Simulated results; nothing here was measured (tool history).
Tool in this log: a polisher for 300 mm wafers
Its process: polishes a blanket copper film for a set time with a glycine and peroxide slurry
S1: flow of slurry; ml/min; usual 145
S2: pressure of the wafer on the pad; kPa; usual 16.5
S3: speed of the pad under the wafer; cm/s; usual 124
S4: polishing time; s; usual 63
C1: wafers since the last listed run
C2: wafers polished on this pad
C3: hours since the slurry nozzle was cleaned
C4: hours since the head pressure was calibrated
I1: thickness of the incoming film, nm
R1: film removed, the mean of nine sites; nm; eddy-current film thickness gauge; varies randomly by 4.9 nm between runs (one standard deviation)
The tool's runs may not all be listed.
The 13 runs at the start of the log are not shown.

run,day,S1,S2,S3,S4,C1,C2,C3,C4,I1,R1
# day 41.058: worn pad replaced by a new one
14,43.038,145,16.5,124,63,1066,516,176.0,1235.4,1614.3,344.3
# day 45.154: head pressure recalibrated
15,46.329,145,16.5,124,63,837,1353,255.0,28.2,1637.3,334.7
16,48.325,185,12.4,108,70,520,1874,302.9,76.1,1595.2,281.7
17,52.033,145,16.5,124,63,967,2842,391.9,165.1,1648.5,326.6
# day 57.738: slurry nozzle cleaned
18,58.225,145,12.4,124,63,1605,4447,11.7,313.7,1612.7,252.1
19,61.525,160,16.5,106,63,861,5308,90.9,392.9,1629.6,299.3
# day 62.971: worn pad replaced by a new one
20,63.404,185,22.1,136,69,446,113,136.0,438.0,1602.4,538.7
21,73.058,145,20.7,94,43,2519,2632,367.7,669.7,1621.7,234.8
# day 75.283: slurry nozzle cleaned
22,75.479,145,12.4,160,63,620,3253,4.7,727.8,1630.2,303.8
23,78.846,145,16.5,124,45,878,4132,85.5,808.6,1653.2,227.6
24,81.333,170,11.0,124,50,649,4781,145.2,868.3,1621.3,186.2
# day 83.346: worn pad replaced by a new one
25,84.554,145,16.5,124,63,797,315,222.5,945.6,1627.3,343.9
26,86.838,145,16.5,158,63,595,910,277.3,1000.4,1659.4,400.5
27,88.858,145,16.5,124,76,527,1438,325.8,1048.9,1637.0,404.9
# day 89.654: head pressure recalibrated
28,92.338,175,21.4,124,82,886,2324,409.3,64.4,1611.6,551.6
# day 93.112: slurry nozzle cleaned
29,96.304,145,16.5,124,63,1024,3348,76.6,159.6,1608.7,328.4
30,99.229,120,20.7,100,42,763,4112,146.8,229.8,1645.0,226.9

Each row is a separate what-if for the run after 30, all from the same tool condition, not one after another. Results?
A,99.246,145,16.5,124,63,4,4116,147.2,230.2,1624.1,?
B,99.246,105,16.5,98,63,4,4116,147.2,230.2,1624.1,?
C,99.246,145,16.5,164,63,4,4116,147.2,230.2,1624.1,?
D,99.246,145,16.5,138,63,4,4116,147.2,230.2,1624.1,?

run,R1
A,318.3
B,262.3
C,379.4
D,339.7
Without the tool's hidden state the same runs would have given:
run,R1
A,343.0
B,282.6
C,408.8
D,366.0
